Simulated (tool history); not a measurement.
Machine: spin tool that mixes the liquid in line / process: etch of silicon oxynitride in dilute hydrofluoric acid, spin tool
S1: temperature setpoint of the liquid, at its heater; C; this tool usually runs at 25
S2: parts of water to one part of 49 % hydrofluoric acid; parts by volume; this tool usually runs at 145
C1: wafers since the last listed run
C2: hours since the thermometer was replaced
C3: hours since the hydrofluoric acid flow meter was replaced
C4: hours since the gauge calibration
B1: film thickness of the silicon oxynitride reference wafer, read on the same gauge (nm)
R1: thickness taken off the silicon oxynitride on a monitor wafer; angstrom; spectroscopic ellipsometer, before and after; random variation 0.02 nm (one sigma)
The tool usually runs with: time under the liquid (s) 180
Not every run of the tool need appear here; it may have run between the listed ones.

run 1 hour=0 | S1=25 S2=145 time_under_the_liquid_(s)=180 | C1=0 C2=1749.5 C3=1563.9 C4=304.5 | B1=119.984 | R1=16.25
run 2 hour=8.6 | S1=25 S2=145 time_under_the_liquid_(s)=180 | C1=71 C2=1758.1 C3=1572.5 C4=313.1 | B1=120.008 | R1=16.13
run 3 hour=19.4 | S1=25 S2=145 time_under_the_liquid_(s)=180 | C1=90 C2=1768.9 C3=1583.3 C4=323.9 | B1=120.007 | R1=16.24
run 4 hour=35.9 | S1=25 S2=145 time_under_the_liquid_(s)=180 | C1=137 C2=1785.4 C3=1599.8 C4=340.4 | B1=119.982 | R1=16.16
run 5 hour=45 | S1=25 S2=145 time_under_the_liquid_(s)=135 | C1=75 C2=1794.5 C3=1608.9 C4=349.5 | B1=119.974 | R1=12.29
run 6 hour=54.2 | S1=25 S2=145 time_under_the_liquid_(s)=180 | C1=76 C2=1803.7 C3=1618.1 C4=358.7 | B1=120.026 | R1=15.89
run 7 hour=71.1 | S1=25 S2=145 time_under_the_liquid_(s)=180 | C1=140 C2=1820.6 C3=1635 C4=375.6 | B1=119.997 | R1=16.3
run 8 hour=82.9 | S1=25 S2=145 time_under_the_liquid_(s)=180 | C1=98 C2=1832.4 C3=1646.8 C4=387.4 | B1=119.989 | R1=16.02
-- hour=127.5 thermometer replaced
run 9 hour=129.4 | S1=25 S2=95 time_under_the_liquid_(s)=180 | C1=379 C2=1.9 C3=1693.3 C4=433.9 | B1=119.985 | R1=25.43
run 10 hour=140.2 | S1=25 S2=95 time_under_the_liquid_(s)=180 | C1=90 C2=12.7 C3=1704.1 C4=444.7 | B1=119.999 | R1=25.6
-- hour=142.2 gauge calibrated
run 11 hour=157 | S1=25 S2=145 time_under_the_liquid_(s)=260 | C1=140 C2=29.5 C3=1720.9 C4=14.8 | B1=119.976 | R1=23.34
run 12 hour=169.8 | S1=25 S2=145 time_under_the_liquid_(s)=180 | C1=106 C2=42.3 C3=1733.7 C4=27.6 | B1=120.011 | R1=15.91
run 13 hour=187.4 | S1=25 S2=120 time_under_the_liquid_(s)=265 | C1=146 C2=59.9 C3=1751.3 C4=45.2 | B1=120.022 | R1=28.71
run 14 hour=203.2 | S1=25 S2=145 time_under_the_liquid_(s)=180 | C1=131 C2=75.7 C3=1767.1 C4=61 | B1=119.98 | R1=15.99
run 15 hour=219.1 | S1=27 S2=145 time_under_the_liquid_(s)=255 | C1=132 C2=91.6 C3=1783 C4=76.9 | B1=119.998 | R1=24.36
run 16 hour=228.5 | S1=22.5 S2=105 time_under_the_liquid_(s)=130 | C1=78 C2=101 C3=1792.4 C4=86.3 | B1=119.998 | R1=14.63
run 17 hour=240.1 | S1=25 S2=145 time_under_the_liquid_(s)=75 | C1=96 C2=112.6 C3=1804 C4=97.9 | B1=120.007 | R1=6.6
run 18 hour=251.9 | S1=25 S2=145 time_under_the_liquid_(s)=250 | C1=98 C2=124.4 C3=1815.8 C4=109.7 | B1=120 | R1=22.14
run 19 hour=262.8 | S1=25 S2=190 time_under_the_liquid_(s)=150 | C1=90 C2=135.3 C3=1826.7 C4=120.6 | B1=120.001 | R1=9.87
run 20 hour=271.9 | S1=21.5 S2=195 time_under_the_liquid_(s)=180 | C1=75 C2=144.4 C3=1835.8 C4=129.7 | B1=120.013 | R1=9.81
run 21 hour=289.8 | S1=25 S2=145 time_under_the_liquid_(s)=250 | C1=149 C2=162.3 C3=1853.7 C4=147.6 | B1=119.983 | R1=21.48
run 22 hour=304.8 | S1=27 S2=115 time_under_the_liquid_(s)=180 | C1=125 C2=177.3 C3=1868.7 C4=162.6 | B1=119.993 | R1=22.49
-- hour=314.3 hydrofluoric acid flow meter replaced
run 23 hour=315.4 | S1=25 S2=145 time_under_the_liquid_(s)=180 | C1=80 C2=187.9 C3=1.1 C4=173.2 | B1=119.995 | R1=18.08
run 24 hour=323.8 | S1=25 S2=145 time_under_the_liquid_(s)=180 | C1=70 C2=196.3 C3=9.5 C4=181.6 | B1=120.005 | R1=17.84
run 25 hour=332.8 | S1=25 S2=145 time_under_the_liquid_(s)=180 | C1=75 C2=205.3 C3=18.5 C4=190.6 | B1=119.979 | R1=17.94
run 26 hour=347 | S1=26.5 S2=190 time_under_the_liquid_(s)=140 | C1=118 C2=219.5 C3=32.7 C4=204.8 | B1=119.979 | R1=10.98
run 27 hour=357.2 | S1=25 S2=145 time_under_the_liquid_(s)=180 | C1=85 C2=229.7 C3=42.9 C4=215 | B1=119.997 | R1=18.04
run 28 hour=371.6 | S1=25 S2=145 time_under_the_liquid_(s)=180 | C1=120 C2=244.1 C3=57.3 C4=229.4 | B1=120.004 | R1=18.25
run 29 hour=378.6 | S1=25 S2=125 time_under_the_liquid_(s)=220 | C1=58 C2=251.1 C3=64.3 C4=236.4 | B1=119.98 | R1=25.66

What does the tool deliver on the next run?
run 30 hour=387.8 | S1=21 S2=185 time_under_the_liquid_(s)=85 | C1=76 C2=260.3 C3=73.5 C4=245.6 | B1=? | R1=?

Run 30 gave B1 120.008, R1 5.33 angstrom.
With no hidden state in the tool, this same run would have given R1 5.46 angstrom.
